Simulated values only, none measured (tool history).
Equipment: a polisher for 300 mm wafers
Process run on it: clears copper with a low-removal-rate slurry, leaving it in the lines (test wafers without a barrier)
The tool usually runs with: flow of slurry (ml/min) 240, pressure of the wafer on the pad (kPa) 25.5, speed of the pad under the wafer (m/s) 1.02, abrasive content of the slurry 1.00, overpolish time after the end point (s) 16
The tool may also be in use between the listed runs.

run    hour  flow of slurry (ml/min)  pressure of the wafer on the pad (kPa)  speed of the pad under the wafer (m/s)  abrasive content of the slurry  overpolish time after the end point (s)  wafers since the last listed run  wafers polished on this pad  hours since the slurry nozzle was cleaned  hours since the head pressure was calibrated  hours since the slurry blender was calibrated  incoming thickness of the incoming film, nm  time until the end point was called (s)  dishing of a wide line in a test structure (angstrom)
  1     0.0                      240                                    25.5                                    1.02                            1.00                                       16                                 0                         2880                                      479.2                                         373.6                                          255.1                                        325.3                                     88.7                                                    318
  2    96.1                      240                                    25.5                                    1.02                            1.00                                       16                               972                         3853                                      575.3                                         469.7                                          351.2                                        328.6                                     87.8                                                    333
      102.8  -- slurry nozzle cleaned
      110.3  -- head pressure recalibrated
  3   196.8                      240                                    25.5                                    1.02                            1.00                                       16                               988                         4842                                       94.0                                          86.5                                          451.9                                        331.6                                     88.5                                                    327
      235.9  -- slurry blender recalibrated
  4   284.4                      240                                    25.5                                    1.02                            1.00                                       16                               866                         5708                                      181.6                                         174.1                                           48.5                                        321.3                                     87.6                                                    325
      315.7  -- worn pad replaced by a new one
  5   342.6                      240                                    25.5                                    1.02                            1.00                                       16                               548                          272                                      239.8                                         232.3                                          106.7                                        322.7                                     80.0                                                    343
  6   442.6                      240                                    29.6                                    1.02                            1.20                                       16                              1012                         1284                                      339.8                                         332.3                                          206.7                                        324.9                                     70.8                                                    380
  7   495.2                      240                                    25.5                                    1.02                            1.00                                       16                               532                         1817                                      392.4                                         384.9                                          259.3                                        324.6                                     85.7                                                    349
      554.5  -- slurry nozzle cleaned
  8   567.6                      240                                    25.5                                    1.02                            1.00                                       16                               722                         2539                                       13.1                                         457.3                                          331.7                                        325.9                                     86.4                                                    332
  9   669.2                      240                                    25.5                                    1.02                            1.00                                       16                              1028                         3568                                      114.7                                         558.9                                          433.3                                        320.2                                     85.4                                                    321
      685.5  -- head pressure recalibrated
      739.5  -- slurry blender recalibrated
 10   756.9                      240                                    25.5                                    1.02                            1.00                                       16                               847                         4415                                      202.4                                          71.4                                           17.4                                        326.4                                     87.3                                                    322
      799.5  -- worn pad replaced by a new one
 11   800.0                      240                                    25.5                                    1.02                            1.00                                       16                               395                            4                                      245.5                                         114.5                                           60.5                                        331.7                                     83.0                                                    338
 12   850.9                      240                                    25.5                                    1.02                            1.00                                       16                               515                          520                                      296.4                                         165.4                                          111.4                                        320.6                                     81.9                                                    347
 13   916.6                      320                                    25.5                                    1.02                            1.00                                       19                               664                         1185                                      362.1                                         231.1                                          177.1                                        323.8                                     82.1                                                    394
 14  1009.0                      265                                    25.5                                    0.72                            1.00                                       16                               935                         2120                                      454.5                                         323.5                                          269.5                                        323.2                                    113.8                                                    252
     1043.9  -- slurry nozzle cleaned
 15  1164.5                      240                                    25.5                                    1.02                            1.00                                       16                              1563                         3684                                      120.6                                         479.0                                          425.0                                        327.6                                     89.1                                                    317
     1222.3  -- slurry blender recalibrated
 16  1256.4                      305                                    25.5                                    1.02                            1.15                                       16                               909                         4593                                      212.5                                         570.9                                           34.1                                        325.5                                     84.1                                                    333
     1263.3  -- head pressure recalibrated
 17  1347.6                      240                                    33.1                                    1.24                            1.00                                       16                               902                         5496                                      303.7                                          84.3                                          125.3                                        326.3                                     61.7                                                    440
     1388.8  -- worn pad replaced by a new one
 18  1420.6                      240                                    25.5                                    1.02                            1.10                                       16                               698                          321                                      376.7                                         157.3                                          198.3                                        327.8                                     80.9                                                    368
 19  1484.1                      165                                    20.0                                    1.32                            1.00                                       16                               642                          964                                      440.2                                         220.8                                          261.8                                        326.6                                     84.9                                                    328
 20  1545.3                      240                                    25.5                                    1.28                            1.00                                       22                               619                         1583                                      501.4                                         282.0                                          323.0                                        319.0                                     67.7                                                    497
 21  1634.7                      240                                    25.5                                    1.16                            0.75                                       16                               904                         2488                                      590.8                                         371.4                                          412.4                                        326.6                                     86.7                                                    341
     1636.3  -- slurry nozzle cleaned
 22  1723.4                      240                                    25.5                                    0.78                            1.00                                       10                               887                         3376                                       87.1                                         460.1                                          501.1                                        326.0                                    110.8                                                    179
     1732.8  -- slurry blender recalibrated
     1750.6  -- head pressure recalibrated
 23  1775.1                      240                                    25.5                                    1.02                            1.00                                        8                               482                         3859                                      138.8                                          24.5                                           42.3                                        324.7                                     87.9                                                    186
 24  1853.9                      240                                    25.5                                    1.02                            1.00                                       16                               797                         4656                                      217.6                                         103.3                                          121.1                                        326.1                                     89.8                                                    317
     1934.3  -- worn pad replaced by a new one
 25  2169.1                      240                                    17.9                                    1.02                            1.00                                       16                              3149                         2377                                      532.8                                         418.5                                          436.3                                        327.3                                    116.0                                                    260
 26  2219.4                      240                                    25.5                                    1.02                            1.00                                       16                               509                         2886                                      583.1                                         468.8                                          486.6                                        327.1                                     86.3                                                    319
     2222.1  -- slurry blender recalibrated
     2240.0  -- slurry nozzle cleaned
     2240.0  -- head pressure recalibrated
 27  2312.4                      240                                    25.5                                    0.88                            1.00                                       16                               900                         3786                                       72.4                                          72.4                                           90.3                                        325.2                                    100.9                                                    302

Branching from run 27: 5 alternative next runs. What would each branch give?
  A  2312.8                      240                                    25.5                                    1.02                            1.00                                       16                                 4                         3790                                       72.8                                          72.8                                           90.7                                        327.2                                        ?                                                      ?
  B  2312.8                      240                                    33.1                                    1.18                            1.00                                       16                                 4                         3790                                       72.8                                          72.8                                           90.7                                        327.2                                        ?                                                      ?
  C  2312.8                      210                                    25.5                                    1.02                            1.00                                       16                                 4                         3790                                       72.8                                          72.8                                           90.7                                        327.2                                        ?                                                      ?
  D  2312.8                      240                                    29.6                                    1.02                            1.00                                       16                                 4                         3790                                       72.8                                          72.8                                           90.7                                        327.2                                        ?                                                      ?
  E  2312.8                      280                                    25.5                                    1.20                            1.00                                       16                                 4                         3790                                       72.8                                          72.8                                           90.7                                        327.2                                        ?                                                      ?

run  time until the end point was called (s)  dishing of a wide line in a test structure (angstrom)
  A                                     86.7                                                    332
  B                                     61.3                                                    440
  C                                     87.7                                                    329
  D                                     76.5                                                    369
  E                                     74.3                                                    375
Had the tool no hidden state, the same runs would have come out as:
run  time until the end point was called (s)  dishing of a wide line in a test structure (angstrom)
  A                                     78.4                                                    360
  B                                     55.4                                                    474
  C                                     79.3                                                    356
  D                                     69.2                                                    399
  E                                     67.1                                                    406
